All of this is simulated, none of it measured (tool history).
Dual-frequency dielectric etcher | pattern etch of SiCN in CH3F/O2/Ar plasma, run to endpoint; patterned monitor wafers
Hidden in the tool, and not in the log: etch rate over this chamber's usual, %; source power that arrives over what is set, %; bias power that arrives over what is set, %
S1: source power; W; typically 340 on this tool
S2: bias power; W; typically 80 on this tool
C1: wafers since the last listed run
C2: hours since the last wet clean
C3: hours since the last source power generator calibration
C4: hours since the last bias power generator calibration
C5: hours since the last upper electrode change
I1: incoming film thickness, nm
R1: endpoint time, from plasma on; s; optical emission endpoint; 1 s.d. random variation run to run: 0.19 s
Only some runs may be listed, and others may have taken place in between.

| run | hour | S1 | S2 | C1 | C2 | C3 | C4 | C5 | I1 | R1 |
|---|---|---|---|---|---|---|---|---|---|---|
| 1 | 0.0 | 340 | 80 | 0 | 414.0 | 2536.6 | 1510.8 | 3455.5 | 11.89 | 33.9 |
|  | 45.9 | wet clean of the chamber |
| 2 | 180.2 | 340 | 80 | 2567 | 134.3 | 2716.8 | 1691.0 | 3635.7 | 11.76 | 32.9 |
| 3 | 272.3 | 340 | 72 | 1513 | 226.4 | 2808.9 | 1783.1 | 3727.8 | 11.86 | 35.8 |
| 4 | 339.0 | 340 | 80 | 1096 | 293.1 | 2875.6 | 1849.8 | 3794.5 | 11.92 | 34.1 |
| 5 | 430.8 | 340 | 80 | 1508 | 384.9 | 2967.4 | 1941.6 | 3886.3 | 11.83 | 33.5 |
|  | 501.3 | wet clean of the chamber |
| 6 | 501.8 | 340 | 80 | 772 | 0.5 | 3038.4 | 2012.6 | 3957.3 | 11.79 | 32.8 |
| 7 | 531.2 | 340 | 80 | 483 | 29.9 | 3067.8 | 2042.0 | 3986.7 | 11.76 | 32.5 |
| 8 | 592.9 | 340 | 80 | 1014 | 91.6 | 3129.5 | 2103.7 | 4048.4 | 11.72 | 32.9 |
|  | 664.9 | bias power generator calibrated |
|  | 675.1 | source power generator calibrated |
| 9 | 680.8 | 340 | 80 | 1313 | 179.5 | 5.7 | 15.9 | 4136.3 | 11.78 | 32.4 |
| 10 | 728.0 | 340 | 80 | 775 | 226.7 | 52.9 | 63.1 | 4183.5 | 11.76 | 32.6 |
| 11 | 832.9 | 400 | 80 | 1724 | 331.6 | 157.8 | 168.0 | 4288.4 | 11.92 | 30.2 |
| 12 | 881.1 | 400 | 80 | 792 | 379.8 | 206.0 | 216.2 | 4336.6 | 11.76 | 30.2 |
| 13 | 931.0 | 340 | 80 | 820 | 429.7 | 255.9 | 266.1 | 4386.5 | 11.72 | 33.1 |
|  | 967.2 | wet clean of the chamber |
| 14 | 1035.4 | 340 | 80 | 1321 | 68.2 | 360.3 | 370.5 | 4490.9 | 11.88 | 32.6 |
| 15 | 1106.9 | 340 | 80 | 1175 | 139.7 | 431.8 | 442.0 | 4562.4 | 11.79 | 32.1 |

Estimate the outcome of run 16 from the log above:
|  | 1233.6 | upper electrode replaced |
| 16 | 1234.1 | 370 | 96 | 1696 | 266.9 | 559.0 | 569.2 | 0.5 | 11.71 | ? |

Run 16 yielded R1 28.1 s.
Take away the tool's hidden state, keep the run-to-run variation as it was, and the same run would have given R1 26.9 s.

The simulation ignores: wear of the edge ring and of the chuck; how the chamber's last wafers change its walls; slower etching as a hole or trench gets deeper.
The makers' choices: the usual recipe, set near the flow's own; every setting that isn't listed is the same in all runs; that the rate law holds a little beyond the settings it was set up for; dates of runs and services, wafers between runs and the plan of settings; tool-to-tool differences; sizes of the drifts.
